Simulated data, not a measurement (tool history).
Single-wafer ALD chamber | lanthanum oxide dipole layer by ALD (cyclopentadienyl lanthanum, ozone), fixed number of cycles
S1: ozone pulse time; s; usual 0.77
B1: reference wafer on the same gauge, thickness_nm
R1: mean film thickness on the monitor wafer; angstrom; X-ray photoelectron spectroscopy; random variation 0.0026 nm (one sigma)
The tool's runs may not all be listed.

run,hour,S1,B1,R1
1,0.0,0.77,0.449,4.19
2,13.1,0.77,0.450,4.20
3,28.1,0.85,0.449,4.36
4,36.7,0.85,0.449,4.30
5,48.1,0.85,0.448,4.34
6,65.5,0.59,0.449,3.77
7,81.0,0.59,0.450,3.73
8,92.4,0.83,0.448,4.27
9,106.0,0.83,0.448,4.23
10,123.5,0.83,0.448,4.25
11,141.1,0.77,0.449,4.15
12,151.1,0.77,0.448,4.13
13,164.0,0.77,0.450,4.14
14,179.6,0.77,0.450,4.04
15,190.8,0.77,0.449,4.07
16,204.5,0.96,0.449,4.38
17,215.3,0.58,0.449,3.27
18,226.7,0.77,0.448,3.70
19,233.7,0.77,0.450,3.66
20,244.1,0.69,0.449,3.52
21,251.0,0.50,0.448,3.07
22,270.8,0.60,0.450,4.21
23,276.9,0.95,0.449,4.83
24,289.1,0.50,0.449,3.97
25,302.9,0.77,0.450,4.49
26,315.7,0.90,0.449,4.73
27,322.1,0.48,0.449,3.85
28,330.9,1.00,0.448,4.91
29,340.9,0.77,0.448,4.50
30,351.4,0.57,0.448,4.11
31,358.5,0.77,0.451,4.52

Taken out of this log: 5 entries between the listed runs. Where each belongs, and how the hidden state differs across it:
Between runs 13 and 14: showerhead replaced (hour 176.4)
  ozone dose above that of a generator just serviced (%): -25.7 -> -26.2
  measured less the result without the state, R1: -0.41 -> -0.42 angstrom
Between runs 16 and 17: ozone generator serviced (hour 214.8)
  ozone dose above that of a generator just serviced (%): -27 -> -45.5
  measured less the result without the state, R1: -0.40 -> -0.84 angstrom
Between runs 19 and 20: thermocouple changed; heater temperature recalibrated (hour 243.6)
  no hidden state differs between the two runs
  measured less the result without the state, R1: -0.82 -> -0.84 angstrom
Between runs 21 and 22: gauge calibrated (hour 265.0); ozone generator serviced, repeated, since the last time left the tool worse (hour 270.3)
  ozone dose above that of a generator just serviced (%): -45.5 -> -0.212
  measured less the result without the state, R1: -0.84 -> +0.00 angstrom

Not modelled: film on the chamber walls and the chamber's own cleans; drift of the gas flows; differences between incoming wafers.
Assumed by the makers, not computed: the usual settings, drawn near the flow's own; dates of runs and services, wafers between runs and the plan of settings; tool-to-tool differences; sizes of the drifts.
